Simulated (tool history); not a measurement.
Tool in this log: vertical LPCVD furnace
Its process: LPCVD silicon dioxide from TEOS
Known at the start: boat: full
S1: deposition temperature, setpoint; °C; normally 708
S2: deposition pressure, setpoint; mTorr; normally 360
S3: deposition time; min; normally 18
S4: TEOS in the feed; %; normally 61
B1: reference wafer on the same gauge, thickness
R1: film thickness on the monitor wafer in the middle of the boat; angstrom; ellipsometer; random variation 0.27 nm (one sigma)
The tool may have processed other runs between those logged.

run    hour   S1   S2    S3  S4      B1      R1
  1       0  708  360    18  61  138.97  1620.4
  2    34.4  708  360    18  61  139.05  1624.4
  3    60.3  708  360    18  61  139.05  1621.7
  4   183.1  716  360    18  61  138.97  1945.8
  5   254.5  708  320    18  61  139.02    1528
  6     408  708  330    18  61  138.99  1555.6
  7   461.4  708  360    18  61  138.95  1630.3
  8   491.6  708  360    18  61  139.03  1629.6
      537.9  -- TEOS flow controller replaced
  9   538.4  708  360    18  61  138.99  1630.3
 10     576  708  360    18  61  138.96  1629.2
      651.8  -- pressure gauge zeroed
 11   652.3  708  360    18  61  138.99  1674.4
 12   855.5  708  360    18  61  139.01  1675.5
      888.5  -- gauge calibrated
      900.9  -- thermocouples replaced and temperature profile calibrated
 13   908.7  708  305    18  52  138.97  1359.3
 14   966.4  699  360    14  61  139.07  1013.8
 15  1010.9  708  405    18  61  138.96  1700.9
 16  1043.5  708  360    18  61  138.93  1605.7
 17  1069.1  699  360    14  70     139  1081.5
 18  1124.1  708  360    18  61  138.99  1602.9
 19  1185.9  708  360    18  73  138.96  1754.3
 20  1330.6  708  360    18  61  138.98    1606
 21  1402.2  708  360    18  61     139  1605.2
 22  1438.6  714  400    20  67  139.01  2256.3
 23    1484  713  360    18  50  138.97  1623.2
 24  1516.9  708  360  23.5  52  139.05  1937.2

Each row is a separate what-if for the run after 24, all from the same tool condition, not one after another. Results?
  A  1521.3  708  360    18  61   ?   ?
  B  1521.3  702  450  22.5  61   ?   ?
  C  1521.3  714  420    18  61   ?   ?
  D  1521.3  698  430  23.5  53   ?   ?

run      B1      R1
  A  139.01  1604.7
  B  139.01  1959.5
  C  139.01  1990.6
  D  139.01  1698.4
What these runs would have given with no unlogged condition in the tool:
run      R1
  A  1610.8
  B  1960.8
  C  1994.2
  D  1700.2

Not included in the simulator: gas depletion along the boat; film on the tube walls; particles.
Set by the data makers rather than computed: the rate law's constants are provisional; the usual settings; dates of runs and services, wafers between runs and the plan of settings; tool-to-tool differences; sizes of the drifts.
